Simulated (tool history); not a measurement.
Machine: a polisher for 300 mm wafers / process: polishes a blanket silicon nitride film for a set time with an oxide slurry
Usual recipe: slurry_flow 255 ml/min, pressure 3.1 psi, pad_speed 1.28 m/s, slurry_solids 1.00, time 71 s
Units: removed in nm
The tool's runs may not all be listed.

run	hour	slurry_flow	pressure	pad_speed	slurry_solids	time	wafers since the last listed run	wafers polished on this pad	hours since the slurry nozzle was cleaned	hours since the head pressure was calibrated	hours since the slurry blender was calibrated	hours since the conditioning disc was replaced	incoming thickness of the incoming film, nm	removed
1	0.0	255	2.1	1.28	1.25	71	0	3362	88.1	777.7	562.1	536.1	557.6	36.0
# hour 28.1: head pressure recalibrated
# hour 241.5: conditioning disc replaced and pad reconditioned
2	252.8	255	3.1	1.28	0.70	81	3870	7232	340.9	224.7	814.9	11.3	555.2	32.3
# hour 303.2: slurry blender recalibrated
3	352.0	255	3.4	1.50	1.00	71	1512	8744	440.1	323.9	48.8	110.5	567.6	44.4
4	459.3	255	3.1	1.28	0.75	71	1669	10413	547.4	431.2	156.1	217.8	560.7	29.8
5	539.9	255	3.9	1.28	1.00	71	1253	11667	628.0	511.8	236.7	298.4	549.7	43.5
# hour 589.8: worn pad replaced by a new one
6	644.6	255	4.1	1.28	1.00	88	1566	852	732.7	616.5	341.4	403.1	559.5	59.1
7	748.6	255	3.1	0.84	0.85	88	1617	2470	836.7	720.5	445.4	507.1	556.2	35.1
# hour 805.5: head pressure recalibrated
8	806.0	255	3.1	1.46	1.00	71	861	3331	894.1	0.5	502.8	564.5	560.4	43.8
# hour 836.3: slurry nozzle cleaned
9	854.1	255	3.1	1.28	1.00	71	732	4064	17.8	48.6	550.9	612.6	564.0	39.9
10	897.5	340	2.1	1.28	1.30	71	675	4739	61.2	92.0	594.3	656.0	555.5	37.9
11	958.9	255	3.1	1.28	1.00	71	955	5694	122.6	153.4	655.7	717.4	563.9	39.3
# hour 980.9: conditioning disc replaced and pad reconditioned
12	1033.5	255	3.1	1.28	1.00	71	1129	6824	197.2	228.0	730.3	52.6	558.8	38.5
# hour 1093.2: slurry blender recalibrated
13	1127.5	255	3.1	1.28	1.00	71	1431	8255	291.2	322.0	34.3	146.6	552.3	38.5
14	1176.4	185	3.5	1.28	0.80	71	760	9016	340.1	370.9	83.2	195.5	567.1	33.5
15	1215.8	255	3.1	1.28	1.00	71	612	9628	379.5	410.3	122.6	234.9	557.7	38.6
16	1264.0	255	3.1	1.28	1.00	71	749	10378	427.7	458.5	170.8	283.1	561.4	37.7
17	1302.1	190	2.1	1.28	1.00	71	592	10971	465.8	496.6	208.9	321.2	553.7	30.2
# hour 1325.4: worn pad replaced by a new one
18	1396.5	255	3.1	1.28	1.00	71	1406	1105	560.2	591.0	303.3	415.6	555.8	39.2
19	1495.4	255	2.3	1.50	1.00	71	1538	2644	659.1	689.9	402.2	514.5	554.5	35.5
# hour 1538.4: slurry nozzle cleaned
# hour 1576.7: head pressure recalibrated
20	1592.6	165	2.2	1.28	1.00	71	1465	4109	54.2	15.9	499.4	611.7	558.6	32.1
21	1652.3	255	3.1	1.28	1.00	71	928	5038	113.9	75.6	559.1	671.4	568.7	39.5
22	1842.2	255	3.6	1.28	0.85	71	2954	7992	303.8	265.5	749.0	861.3	554.9	36.8
# hour 1880.6: conditioning disc replaced and pad reconditioned
# hour 1899.0: slurry blender recalibrated
23	1937.3	255	3.1	1.28	1.00	71	1417	9409	398.9	360.6	38.3	56.7	559.4	38.0
24	1991.2	255	2.4	1.28	1.00	60	838	10248	452.8	414.5	92.2	110.6	564.0	27.6

5 options for the next run, each taken on its own from the tool as it stands now. Forecast them:
A	1991.6	310	3.1	1.28	1.00	71	6	10254	453.2	414.9	92.6	111.0	555.0	?
B	1991.6	170	3.1	1.52	1.00	58	6	10254	453.2	414.9	92.6	111.0	555.0	?
C	1991.6	305	3.6	1.28	1.20	71	6	10254	453.2	414.9	92.6	111.0	555.0	?
D	1991.6	255	3.1	1.28	0.85	55	6	10254	453.2	414.9	92.6	111.0	555.0	?
E	1991.6	170	2.5	1.48	1.00	64	6	10254	453.2	414.9	92.6	111.0	555.0	?

run	removed
A	38.6
B	33.1
C	47.5
D	26.0
E	31.8
What these runs would have given with no unlogged condition in the tool:
run	removed
A	43.7
B	37.5
C	53.7
D	29.4
E	36.0
